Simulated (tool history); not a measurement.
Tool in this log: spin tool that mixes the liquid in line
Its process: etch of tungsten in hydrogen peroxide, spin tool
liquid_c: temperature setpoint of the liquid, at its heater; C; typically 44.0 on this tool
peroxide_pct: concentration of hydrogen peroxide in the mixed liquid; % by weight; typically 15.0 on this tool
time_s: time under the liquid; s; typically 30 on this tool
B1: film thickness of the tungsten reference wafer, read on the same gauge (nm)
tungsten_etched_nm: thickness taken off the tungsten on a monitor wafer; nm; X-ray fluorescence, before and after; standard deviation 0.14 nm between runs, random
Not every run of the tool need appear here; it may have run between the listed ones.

run 1 hour=0.0 | liquid_c=44.0 peroxide_pct=15.0 time_s=20 | B1=140.03 | tungsten_etched_nm=11.19
run 2 hour=8.5 | liquid_c=44.0 peroxide_pct=15.0 time_s=20 | B1=140.00 | tungsten_etched_nm=11.09
-- hour=9.8 new drum of peroxide connected
run 3 hour=18.2 | liquid_c=44.0 peroxide_pct=15.0 time_s=20 | B1=139.98 | tungsten_etched_nm=11.12
run 4 hour=66.1 | liquid_c=44.0 peroxide_pct=15.0 time_s=45 | B1=139.96 | tungsten_etched_nm=25.14
run 5 hour=83.1 | liquid_c=40.0 peroxide_pct=12.5 time_s=15 | B1=140.05 | tungsten_etched_nm=5.94
run 6 hour=90.7 | liquid_c=39.0 peroxide_pct=15.0 time_s=30 | B1=140.00 | tungsten_etched_nm=12.19
run 7 hour=105.9 | liquid_c=44.0 peroxide_pct=15.0 time_s=30 | B1=140.06 | tungsten_etched_nm=16.52
-- hour=111.8 peroxide flow meter replaced
run 8 hour=112.8 | liquid_c=40.5 peroxide_pct=15.0 time_s=50 | B1=140.07 | tungsten_etched_nm=22.42
run 9 hour=130.0 | liquid_c=44.0 peroxide_pct=15.0 time_s=30 | B1=139.96 | tungsten_etched_nm=16.78
-- hour=145.0 gauge calibrated
run 10 hour=147.1 | liquid_c=54.0 peroxide_pct=14.0 time_s=20 | B1=140.04 | tungsten_etched_nm=19.79
run 11 hour=154.6 | liquid_c=44.0 peroxide_pct=13.5 time_s=30 | B1=140.03 | tungsten_etched_nm=16.04
run 12 hour=171.9 | liquid_c=44.0 peroxide_pct=15.0 time_s=40 | B1=140.03 | tungsten_etched_nm=22.14
run 13 hour=188.3 | liquid_c=44.0 peroxide_pct=15.0 time_s=30 | B1=139.99 | tungsten_etched_nm=16.77
run 14 hour=197.6 | liquid_c=44.0 peroxide_pct=17.5 time_s=30 | B1=140.04 | tungsten_etched_nm=17.92
run 15 hour=206.9 | liquid_c=53.0 peroxide_pct=12.0 time_s=50 | B1=139.95 | tungsten_etched_nm=43.79
run 16 hour=221.9 | liquid_c=36.0 peroxide_pct=15.0 time_s=45 | B1=140.01 | tungsten_etched_nm=14.90
run 17 hour=233.1 | liquid_c=44.0 peroxide_pct=15.0 time_s=30 | B1=139.94 | tungsten_etched_nm=16.69
run 18 hour=242.3 | liquid_c=44.0 peroxide_pct=15.0 time_s=40 | B1=139.98 | tungsten_etched_nm=22.18
run 19 hour=254.8 | liquid_c=44.0 peroxide_pct=13.0 time_s=30 | B1=140.04 | tungsten_etched_nm=15.54
run 20 hour=262.8 | liquid_c=38.0 peroxide_pct=16.0 time_s=15 | B1=139.99 | tungsten_etched_nm=5.81
run 21 hour=279.1 | liquid_c=44.0 peroxide_pct=15.0 time_s=30 | B1=139.98 | tungsten_etched_nm=16.74
run 22 hour=289.7 | liquid_c=44.0 peroxide_pct=15.0 time_s=30 | B1=140.03 | tungsten_etched_nm=16.83
run 23 hour=302.7 | liquid_c=44.0 peroxide_pct=15.0 time_s=30 | B1=139.96 | tungsten_etched_nm=16.47
run 24 hour=354.6 | liquid_c=49.5 peroxide_pct=15.0 time_s=45 | B1=140.02 | tungsten_etched_nm=35.35
run 25 hour=369.8 | liquid_c=39.5 peroxide_pct=19.0 time_s=25 | B1=139.95 | tungsten_etched_nm=11.67

Each row is a separate what-if for the run after 25, all from the same tool condition, not one after another. Results?
run A hour=370.2 | liquid_c=44.0 peroxide_pct=15.0 time_s=30 | B1=? | tungsten_etched_nm=?
run B hour=370.2 | liquid_c=34.5 peroxide_pct=12.0 time_s=40 | B1=? | tungsten_etched_nm=?
run C hour=370.2 | liquid_c=37.5 peroxide_pct=15.0 time_s=30 | B1=? | tungsten_etched_nm=?
run D hour=370.2 | liquid_c=35.0 peroxide_pct=18.5 time_s=30 | B1=? | tungsten_etched_nm=?
run E hour=370.2 | liquid_c=44.0 peroxide_pct=19.0 time_s=35 | B1=? | tungsten_etched_nm=?

run=A B1=139.95 tungsten_etched_nm=16.69
run=B B1=139.95 tungsten_etched_nm=10.69
run=C B1=139.95 tungsten_etched_nm=10.95
run=D B1=139.95 tungsten_etched_nm=10.30
run=E B1=139.95 tungsten_etched_nm=21.91
Had the tool no hidden state, the same runs would have come out as:
run=A tungsten_etched_nm=16.69
run=B tungsten_etched_nm=10.69
run=C tungsten_etched_nm=10.95
run=D tungsten_etched_nm=10.30
run=E tungsten_etched_nm=21.91

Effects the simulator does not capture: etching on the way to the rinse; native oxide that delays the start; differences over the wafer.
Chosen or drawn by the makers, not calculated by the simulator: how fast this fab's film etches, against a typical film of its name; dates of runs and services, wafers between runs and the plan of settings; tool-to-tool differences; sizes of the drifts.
